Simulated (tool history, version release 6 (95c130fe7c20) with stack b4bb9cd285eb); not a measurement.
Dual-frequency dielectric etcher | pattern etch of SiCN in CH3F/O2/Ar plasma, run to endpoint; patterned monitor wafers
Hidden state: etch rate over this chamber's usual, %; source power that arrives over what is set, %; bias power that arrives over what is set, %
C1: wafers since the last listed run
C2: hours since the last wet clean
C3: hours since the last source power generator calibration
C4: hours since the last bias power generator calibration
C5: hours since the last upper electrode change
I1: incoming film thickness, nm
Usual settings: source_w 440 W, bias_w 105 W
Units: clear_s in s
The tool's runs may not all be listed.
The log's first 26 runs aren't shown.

{"run": 27, "hour": 1955.3, "source_w": 440, "bias_w": 105, "C1": 734, "C2": 522.5, "C3": 857.4, "C4": 768.9, "C5": 1009.2, "I1": 8.1, "clear_s": 20.8}
{"hour": 1992.6, "done": "wet clean of the chamber"}
{"run": 28, "hour": 2053.4, "source_w": 440, "bias_w": 105, "C1": 634, "C2": 60.8, "C3": 955.5, "C4": 867.0, "C5": 1107.3, "I1": 8.12, "clear_s": 19.7}
{"run": 29, "hour": 2146.0, "source_w": 350, "bias_w": 105, "C1": 792, "C2": 153.4, "C3": 1048.1, "C4": 959.6, "C5": 1199.9, "I1": 8.07, "clear_s": 21.2}
{"run": 30, "hour": 2239.6, "source_w": 470, "bias_w": 97, "C1": 801, "C2": 247.0, "C3": 1141.7, "C4": 1053.2, "C5": 1293.5, "I1": 8.14, "clear_s": 20.4}
{"run": 31, "hour": 2305.9, "source_w": 440, "bias_w": 105, "C1": 567, "C2": 313.3, "C3": 1208.0, "C4": 1119.5, "C5": 1359.8, "I1": 8.11, "clear_s": 19.8}
{"run": 32, "hour": 2354.7, "source_w": 440, "bias_w": 91, "C1": 417, "C2": 362.1, "C3": 1256.8, "C4": 1168.3, "C5": 1408.6, "I1": 8.1, "clear_s": 20.9}
{"run": 33, "hour": 2435.4, "source_w": 440, "bias_w": 105, "C1": 690, "C2": 442.8, "C3": 1337.5, "C4": 1249.0, "C5": 1489.3, "I1": 8.16, "clear_s": 20.2}
{"hour": 2520.2, "done": "wet clean of the chamber"}
{"run": 34, "hour": 2520.7, "source_w": 400, "bias_w": 126, "C1": 524, "C2": 0.5, "C3": 1422.8, "C4": 1334.3, "C5": 1574.6, "I1": 8.12, "clear_s": 19.1}
{"run": 35, "hour": 2591.5, "source_w": 340, "bias_w": 126, "C1": 605, "C2": 71.3, "C3": 1493.6, "C4": 1405.1, "C5": 1645.4, "I1": 8.13, "clear_s": 19.8}

4 ways to go on from here, each from the tool as it stands after run 35. What would each give?
{"run": "A", "hour": 2591.9, "source_w": 510, "bias_w": 105, "C1": 3, "C2": 71.7, "C3": 1494.0, "C4": 1405.5, "C5": 1645.8, "I1": 8.12, "clear_s": "?"}
{"run": "B", "hour": 2591.9, "source_w": 340, "bias_w": 91, "C1": 3, "C2": 71.7, "C3": 1494.0, "C4": 1405.5, "C5": 1645.8, "I1": 8.12, "clear_s": "?"}
{"run": "C", "hour": 2591.9, "source_w": 350, "bias_w": 94, "C1": 3, "C2": 71.7, "C3": 1494.0, "C4": 1405.5, "C5": 1645.8, "I1": 8.12, "clear_s": "?"}
{"run": "D", "hour": 2591.9, "source_w": 440, "bias_w": 130, "C1": 3, "C2": 71.7, "C3": 1494.0, "C4": 1405.5, "C5": 1645.8, "I1": 8.12, "clear_s": "?"}

run=A clear_s=19.1
run=B clear_s=21.9
run=C clear_s=21.5
run=D clear_s=18.7
Without the tool's hidden state the same runs would have given:
run=A clear_s=19.0
run=B clear_s=21.7
run=C clear_s=21.4
run=D clear_s=18.6
